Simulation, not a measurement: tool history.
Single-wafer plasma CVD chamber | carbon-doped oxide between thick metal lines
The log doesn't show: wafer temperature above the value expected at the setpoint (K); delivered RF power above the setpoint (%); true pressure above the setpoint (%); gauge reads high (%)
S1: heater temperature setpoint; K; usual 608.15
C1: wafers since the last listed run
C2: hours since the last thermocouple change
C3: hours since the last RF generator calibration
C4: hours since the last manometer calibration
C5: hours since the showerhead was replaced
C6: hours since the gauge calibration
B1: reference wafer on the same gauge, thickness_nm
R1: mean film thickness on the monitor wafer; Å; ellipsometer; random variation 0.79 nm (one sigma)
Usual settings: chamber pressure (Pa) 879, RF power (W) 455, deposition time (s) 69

Run 1, hour 0: usual settings; C1 0; C2 1679.8; C3 939.7; C4 1007.1; C5 2763.3; C6 938.6; B1 400.992. Result: R1 3402.11 Å.
Run 2, hour 69.2: usual settings; C1 821; C2 1749; C3 1008.9; C4 1076.3; C5 2832.5; C6 1007.8; B1 401.137. Result: R1 3380.56 Å.
Run 3, hour 155.1: usual settings; C1 1019; C2 1834.9; C3 1094.8; C4 1162.2; C5 2918.4; C6 1093.7; B1 400.962. Result: R1 3384.42 Å.
Run 4, hour 240.5: usual settings; C1 1013; C2 1920.3; C3 1180.2; C4 1247.6; C5 3003.8; C6 1179.1; B1 401.194. Result: R1 3391.33 Å.
Run 5, hour 286.5: usual settings; C1 546; C2 1966.3; C3 1226.2; C4 1293.6; C5 3049.8; C6 1225.1; B1 400.965. Result: R1 3368.18 Å.
Run 6, hour 330.1: usual settings; C1 517; C2 2009.9; C3 1269.8; C4 1337.2; C5 3093.4; C6 1268.7; B1 400.859. Result: R1 3373.01 Å.
Run 7, hour 380.1: usual settings but RF power (W) 415; C1 593; C2 2059.9; C3 1319.8; C4 1387.2; C5 3143.4; C6 1318.7; B1 400.977. Result: R1 3182.64 Å.
Run 8, hour 480.2: usual settings but RF power (W) 415; C1 1188; C2 2160; C3 1419.9; C4 1487.3; C5 3243.5; C6 1418.8; B1 400.922. Result: R1 3163.6 Å.
Run 9, hour 580.3: usual settings but RF power (W) 415; C1 1188; C2 2260.1; C3 1520; C4 1587.4; C5 3343.6; C6 1518.9; B1 401.044. Result: R1 3179.14 Å.
Run 10, hour 620.5: usual settings; C1 477; C2 2300.3; C3 1560.2; C4 1627.6; C5 3383.8; C6 1559.1; B1 400.905. Result: R1 3346.42 Å.
Run 11, hour 706: usual settings but S1 600.15 K, deposition time (s) 82.5; C1 1014; C2 2385.8; C3 1645.7; C4 1713.1; C5 3469.3; C6 1644.6; B1 401.055. Result: R1 4123.37 Å.
At hour 789: gauge calibrated.
At hour 864.7: capacitance manometer re-zeroed and calibrated.
At hour 906.5: showerhead replaced.
Run 12, hour 999.3: usual settings but chamber pressure (Pa) 696; C1 3291; C2 2679.1; C3 1939; C4 134.6; C5 92.8; C6 210.3; B1 401.052. Result: R1 3291.63 Å.
At hour 1065.2: thermocouple changed; heater temperature recalibrated.
Run 13, hour 1072.8: usual settings but S1 600.15 K, deposition time (s) 82.5; C1 777; C2 7.6; C3 2012.5; C4 208.1; C5 166.3; C6 283.8; B1 400.842. Result: R1 4194.4 Å.
At hour 1120: RF generator calibrated.
Run 14, hour 1149.5: usual settings but S1 593.15 K, chamber pressure (Pa) 735, RF power (W) 385, deposition time (s) 56.9; C1 815; C2 84.3; C3 29.5; C4 284.8; C5 243; C6 360.5; B1 400.773. Result: R1 2705.18 Å.
Run 15, hour 1240: usual settings but RF power (W) 400, deposition time (s) 63; C1 1074; C2 174.8; C3 120; C4 375.3; C5 333.5; C6 451; B1 400.861. Result: R1 2922.85 Å.
Run 16, hour 1302.6: usual settings but S1 619.15 K, chamber pressure (Pa) 1087, RF power (W) 400; C1 743; C2 237.4; C3 182.6; C4 437.9; C5 396.1; C6 513.6; B1 401.173. Result: R1 3114.57 Å.
Run 17, hour 1338.9: usual settings but chamber pressure (Pa) 773; C1 430; C2 273.7; C3 218.9; C4 474.2; C5 432.4; C6 549.9; B1 401.051. Result: R1 3450.53 Å.
Run 18, hour 1392.4: usual settings but S1 597.15 K, RF power (W) 395; C1 635; C2 327.2; C3 272.4; C4 527.7; C5 485.9; C6 603.4; B1 400.877. Result: R1 3290.05 Å.
Run 19, hour 1494.6: usual settings but deposition time (s) 55.2; C1 1213; C2 429.4; C3 374.6; C4 629.9; C5 588.1; C6 705.6; B1 401.036. Result: R1 2768.96 Å.

The tool's hidden state at each run:
true pressure above the setpoint (%): 0 in every run
gauge reads high (%): 0 in every run
H1: wafer temperature above the value expected at the setpoint (K)
H2: delivered RF power above the setpoint (%)
run     H1       H2
  1   6.13       -2
  2    6.2    -2.14
  3   6.28    -2.32
  4   6.35    -2.49
  5   6.39    -2.59
  6   6.42    -2.68
  7   6.46    -2.78
  8   6.52    -2.98
  9   6.58    -3.19
 10    6.6    -3.27
 11   6.64    -3.44
 12   6.76    -4.04
 13  0.801    -4.19
 14   1.32  -0.0848
 15   1.88    -0.27
 16   2.24   -0.398
 17   2.43   -0.472
 18   2.71   -0.582
 19   3.19   -0.791
